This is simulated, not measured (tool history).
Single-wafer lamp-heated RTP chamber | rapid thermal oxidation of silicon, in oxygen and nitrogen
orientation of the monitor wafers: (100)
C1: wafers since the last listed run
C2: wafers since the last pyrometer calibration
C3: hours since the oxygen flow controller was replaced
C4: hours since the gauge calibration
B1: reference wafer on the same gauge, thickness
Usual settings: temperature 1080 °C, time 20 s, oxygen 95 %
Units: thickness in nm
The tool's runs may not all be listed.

{"run": 1, "hour": 0.0, "temperature": 1080, "time": 20, "oxygen": 98, "C1": 0, "C2": 387, "C3": 4105.6, "C4": 720.1, "B1": 5.585, "thickness": 6.313}
{"run": 2, "hour": 60.0, "temperature": 1080, "time": 20, "oxygen": 98, "C1": 701, "C2": 1089, "C3": 4165.6, "C4": 780.1, "B1": 5.592, "thickness": 6.316}
{"run": 3, "hour": 116.0, "temperature": 1080, "time": 20, "oxygen": 98, "C1": 654, "C2": 1743, "C3": 4221.6, "C4": 836.1, "B1": 5.587, "thickness": 6.355}
{"run": 4, "hour": 156.5, "temperature": 1080, "time": 20, "oxygen": 87, "C1": 473, "C2": 2216, "C3": 4262.1, "C4": 876.6, "B1": 5.592, "thickness": 6.132}
{"run": 5, "hour": 193.4, "temperature": 1080, "time": 20, "oxygen": 87, "C1": 431, "C2": 2648, "C3": 4299, "C4": 913.5, "B1": 5.596, "thickness": 6.144}
{"hour": 210.4, "done": "pyrometer window cleaned and pyrometer calibrated"}
{"run": 6, "hour": 250.8, "temperature": 1080, "time": 20, "oxygen": 87, "C1": 577, "C2": 472, "C3": 4356.4, "C4": 970.9, "B1": 5.591, "thickness": 6.262}
{"run": 7, "hour": 280.6, "temperature": 1080, "time": 20, "oxygen": 95, "C1": 348, "C2": 820, "C3": 4386.2, "C4": 1000.7, "B1": 5.593, "thickness": 6.488}
{"run": 8, "hour": 311.4, "temperature": 1080, "time": 20, "oxygen": 95, "C1": 360, "C2": 1180, "C3": 4417, "C4": 1031.5, "B1": 5.592, "thickness": 6.478}
{"run": 9, "hour": 365.9, "temperature": 1080, "time": 20, "oxygen": 95, "C1": 637, "C2": 1817, "C3": 4471.5, "C4": 1086, "B1": 5.593, "thickness": 6.495}
{"run": 10, "hour": 397.8, "temperature": 1080, "time": 20, "oxygen": 95, "C1": 372, "C2": 2190, "C3": 4503.4, "C4": 1117.9, "B1": 5.591, "thickness": 6.507}
{"hour": 410.9, "done": "pyrometer window cleaned and pyrometer calibrated, repeated, since the last time left the tool worse"}
{"run": 11, "hour": 457.7, "temperature": 1080, "time": 20, "oxygen": 95, "C1": 606, "C2": 547, "C3": 4563.3, "C4": 1177.8, "B1": 5.592, "thickness": 6.222}
{"run": 12, "hour": 503.9, "temperature": 1080, "time": 20, "oxygen": 95, "C1": 540, "C2": 1087, "C3": 4609.5, "C4": 1224, "B1": 5.586, "thickness": 6.253}
{"run": 13, "hour": 566.6, "temperature": 1080, "time": 20, "oxygen": 95, "C1": 732, "C2": 1820, "C3": 4672.2, "C4": 1286.7, "B1": 5.587, "thickness": 6.273}
{"hour": 595.4, "done": "gauge calibrated"}
{"run": 14, "hour": 596.1, "temperature": 1054, "time": 14, "oxygen": 67, "C1": 344, "C2": 2165, "C3": 4701.7, "C4": 0.7, "B1": 5.584, "thickness": 4.088}
{"hour": 627.9, "done": "pyrometer window cleaned and pyrometer calibrated"}
{"run": 15, "hour": 651.4, "temperature": 1080, "time": 28, "oxygen": 95, "C1": 552, "C2": 274, "C3": 4757, "C4": 56, "B1": 5.597, "thickness": 7.144}
{"hour": 728.9, "done": "oxygen flow controller replaced"}
{"run": 16, "hour": 781.4, "temperature": 1072, "time": 24, "oxygen": 95, "C1": 1425, "C2": 1700, "C3": 52.5, "C4": 186, "B1": 5.581, "thickness": 6.416}
{"run": 17, "hour": 827.8, "temperature": 1092, "time": 23, "oxygen": 95, "C1": 542, "C2": 2243, "C3": 98.9, "C4": 232.4, "B1": 5.598, "thickness": 7.214}
{"hour": 865.2, "done": "pyrometer window cleaned and pyrometer calibrated"}
{"run": 18, "hour": 895.3, "temperature": 1080, "time": 13, "oxygen": 95, "C1": 695, "C2": 351, "C3": 166.4, "C4": 299.9, "B1": 5.59, "thickness": 5.271}
{"run": 19, "hour": 951.9, "temperature": 1080, "time": 20, "oxygen": 95, "C1": 661, "C2": 1012, "C3": 223, "C4": 356.5, "B1": 5.593, "thickness": 6.291}
{"run": 20, "hour": 1010.4, "temperature": 1071, "time": 20, "oxygen": 95, "C1": 683, "C2": 1696, "C3": 281.5, "C4": 415, "B1": 5.59, "thickness": 5.944}
{"run": 21, "hour": 1037.7, "temperature": 1080, "time": 20, "oxygen": 95, "C1": 319, "C2": 2015, "C3": 308.8, "C4": 442.3, "B1": 5.594, "thickness": 6.321}
{"run": 22, "hour": 1070.3, "temperature": 1092, "time": 20, "oxygen": 95, "C1": 381, "C2": 2396, "C3": 341.4, "C4": 474.9, "B1": 5.584, "thickness": 6.862}
{"hour": 1096.8, "done": "pyrometer window cleaned and pyrometer calibrated"}
{"run": 23, "hour": 1116.0, "temperature": 1104, "time": 20, "oxygen": 68, "C1": 440, "C2": 223, "C3": 387.1, "C4": 520.6, "B1": 5.589, "thickness": 6.438}
{"run": 24, "hour": 1182.0, "temperature": 1080, "time": 27, "oxygen": 95, "C1": 771, "C2": 995, "C3": 453.1, "C4": 586.6, "B1": 5.594, "thickness": 7.103}
{"run": 25, "hour": 1272.8, "temperature": 1099, "time": 27, "oxygen": 78, "C1": 1061, "C2": 2056, "C3": 543.9, "C4": 677.4, "B1": 5.587, "thickness": 7.51}

Forecast each of these 3 alternatives for the next run:
{"run": "A", "hour": 1273.2, "temperature": 1080, "time": 30, "oxygen": 95, "C1": 4, "C2": 2061, "C3": 544.3, "C4": 677.8, "B1": "?", "thickness": "?"}
{"run": "B", "hour": 1273.2, "temperature": 1095, "time": 23, "oxygen": 71, "C1": 4, "C2": 2061, "C3": 544.3, "C4": 677.8, "B1": "?", "thickness": "?"}
{"run": "C", "hour": 1273.2, "temperature": 1101, "time": 28, "oxygen": 71, "C1": 4, "C2": 2061, "C3": 544.3, "C4": 677.8, "B1": "?", "thickness": "?"}

run=A B1=5.591 thickness=7.531
run=B B1=5.591 thickness=6.687
run=C B1=5.591 thickness=7.543
Without the tool's hidden state the same runs would have given:
run=A thickness=7.411
run=B thickness=6.583
run=C thickness=7.427

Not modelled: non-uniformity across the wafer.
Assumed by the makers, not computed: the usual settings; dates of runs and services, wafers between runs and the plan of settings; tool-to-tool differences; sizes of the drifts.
